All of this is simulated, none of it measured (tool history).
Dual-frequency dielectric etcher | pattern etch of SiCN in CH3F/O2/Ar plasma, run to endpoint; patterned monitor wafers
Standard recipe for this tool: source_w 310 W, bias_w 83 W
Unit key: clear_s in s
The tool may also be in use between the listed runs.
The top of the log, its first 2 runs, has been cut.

| run | day | source_w | bias_w | incoming incoming film thickness, nm | clear_s |
|---|---|---|---|---|---|
| 3 | 2.7 | 310 | 75 | 10.02 | 27.9 |
| 4 | 3.854 | 310 | 83 | 10.09 | 27.3 |
| 5 | 5.329 | 310 | 83 | 10.09 | 27.4 |
| 6 | 5.938 | 360 | 71 | 10.09 | 27.2 |
| 7 | 6.708 | 360 | 71 | 10.09 | 27.4 |
| 8 | 7.371 | 310 | 83 | 10.16 | 27.5 |
| 9 | 7.875 | 310 | 83 | 10.21 | 27.1 |
| 10 | 9.112 | 310 | 83 | 10.26 | 27.4 |
| 11 | 10.362 | 310 | 83 | 10.26 | 27.3 |
| 12 | 11.388 | 310 | 83 | 10.09 | 26.6 |
| 13 | 12.075 | 310 | 83 | 10.16 | 26.8 |
|  | 13.171 | wet clean of the chamber |
| 14 | 13.192 | 310 | 83 | 10.08 | 28.1 |
| 15 | 13.875 | 310 | 83 | 10 | 27.8 |
| 16 | 14.662 | 310 | 101 | 10.08 | 25.9 |
| 17 | 16 | 310 | 68 | 10.05 | 29.6 |
| 18 | 17.129 | 350 | 74 | 10.04 | 27.7 |
| 19 | 18.012 | 310 | 74 | 10.19 | 29.1 |
| 20 | 19.246 | 310 | 83 | 10.05 | 27.5 |

For run 21, what comes out?
| 21 | 19.875 | 390 | 83 | 10.2 | ? |

Run 21 gave clear_s 25.8 s.
On a tool with no hidden condition, and with the same random variation, this run would have come out at clear_s 26.3 s.
